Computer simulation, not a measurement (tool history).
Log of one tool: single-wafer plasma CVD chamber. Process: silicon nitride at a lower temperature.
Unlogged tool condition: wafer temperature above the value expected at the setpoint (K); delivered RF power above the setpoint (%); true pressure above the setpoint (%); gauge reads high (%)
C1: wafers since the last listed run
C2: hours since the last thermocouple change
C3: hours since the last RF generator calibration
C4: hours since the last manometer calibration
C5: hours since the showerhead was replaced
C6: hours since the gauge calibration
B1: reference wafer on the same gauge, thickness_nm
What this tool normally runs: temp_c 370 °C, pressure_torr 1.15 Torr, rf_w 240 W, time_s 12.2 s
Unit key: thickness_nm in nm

Run 1, hour 0: usual settings; C1 0; C2 2857.3; C3 1629.3; C4 2137; C5 7149.8; C6 256.4; B1 13.006. Result: thickness_nm 11.464 nm.
Run 2, hour 82.4: usual settings but temp_c 363 °C, time_s 12.7 s; C1 2456; C2 2939.7; C3 1711.7; C4 2219.4; C5 7232.2; C6 338.8; B1 12.997. Result: thickness_nm 11.938 nm.
Run 3, hour 100.2: usual settings but temp_c 363 °C, time_s 12.7 s; C1 530; C2 2957.5; C3 1729.5; C4 2237.2; C5 7250; C6 356.6; B1 13.001. Result: thickness_nm 11.971 nm.
At hour 119: capacitance manometer re-zeroed and calibrated.
Run 4, hour 127.9: usual settings; C1 587; C2 2985.2; C3 1757.2; C4 8.9; C5 7277.7; C6 384.3; B1 13.009. Result: thickness_nm 11.481 nm.
At hour 143.2: RF generator calibrated.
Run 5, hour 155.1: usual settings; C1 572; C2 3012.4; C3 11.9; C4 36.1; C5 7304.9; C6 411.5; B1 13.015. Result: thickness_nm 11.015 nm.
At hour 169.4: showerhead replaced.
Run 6, hour 169.9: usual settings; C1 202; C2 3027.2; C3 26.7; C4 50.9; C5 0.5; C6 426.3; B1 13.007. Result: thickness_nm 11.003 nm.
At hour 182.1: gauge calibrated.
Run 7, hour 197: usual settings but temp_c 358 °C; C1 807; C2 3054.3; C3 53.8; C4 78; C5 27.6; C6 14.9; B1 12.989. Result: thickness_nm 11.006 nm.
At hour 209.2: RF generator calibrated, repeated, since the last time left the tool worse.
Run 8, hour 225.7: usual settings but pressure_torr 0.95 Torr, rf_w 200 W, time_s 13.6 s; C1 617; C2 3083; C3 16.5; C4 106.7; C5 56.3; C6 43.6; B1 13.004. Result: thickness_nm 10.271 nm.
At hour 236.5: thermocouple changed; heater temperature recalibrated.
Run 9, hour 238.8: usual settings but time_s 10.6 s; C1 152; C2 2.3; C3 29.6; C4 119.8; C5 69.4; C6 56.7; B1 12.997. Result: thickness_nm 10.337 nm.
Run 10, hour 255: usual settings but pressure_torr 0.92 Torr, rf_w 225 W, time_s 10.2 s; C1 482; C2 18.5; C3 45.8; C4 136; C5 85.6; C6 72.9; B1 12.994. Result: thickness_nm 8.233 nm.
Run 11, hour 271.5: usual settings; C1 491; C2 35; C3 62.3; C4 152.5; C5 102.1; C6 89.4; B1 13.016. Result: thickness_nm 11.875 nm.
Run 12, hour 293: usual settings but temp_c 381 °C; C1 640; C2 56.5; C3 83.8; C4 174; C5 123.6; C6 110.9; B1 13.01. Result: thickness_nm 11.813 nm.
Run 13, hour 324.4: usual settings; C1 936; C2 87.9; C3 115.2; C4 205.4; C5 155; C6 142.3; B1 12.995. Result: thickness_nm 11.817 nm.
Run 14, hour 346.4: usual settings but pressure_torr 1.39 Torr, rf_w 205 W; C1 655; C2 109.9; C3 137.2; C4 227.4; C5 177; C6 164.3; B1 13.007. Result: thickness_nm 11.364 nm.

Each row is a separate what-if for the run after 14, all from the same tool condition, not one after another. Results?
Run A, hour 346.8: usual settings but temp_c 376 °C; C1 11; C2 110.3; C3 137.6; C4 227.8; C5 177.4; C6 164.7; B1 ?. Result: thickness_nm ?.
Run B, hour 346.8: usual settings but rf_w 225 W; C1 11; C2 110.3; C3 137.6; C4 227.8; C5 177.4; C6 164.7; B1 ?. Result: thickness_nm ?.
Run C, hour 346.8: usual settings but temp_c 376 °C, time_s 11.1 s; C1 11; C2 110.3; C3 137.6; C4 227.8; C5 177.4; C6 164.7; B1 ?. Result: thickness_nm ?.
Run D, hour 346.8: usual settings but temp_c 358 °C, time_s 10.1 s; C1 11; C2 110.3; C3 137.6; C4 227.8; C5 177.4; C6 164.7; B1 ?. Result: thickness_nm ?.

run      B1  thickness_nm
  A  13.003        11.806
  B  13.003        11.239
  C  13.003        10.743
  D  13.003         9.844
What these runs would have given with no unlogged condition in the tool:
run  thickness_nm
  A        11.963
  B        11.396
  C        10.886
  D         9.975
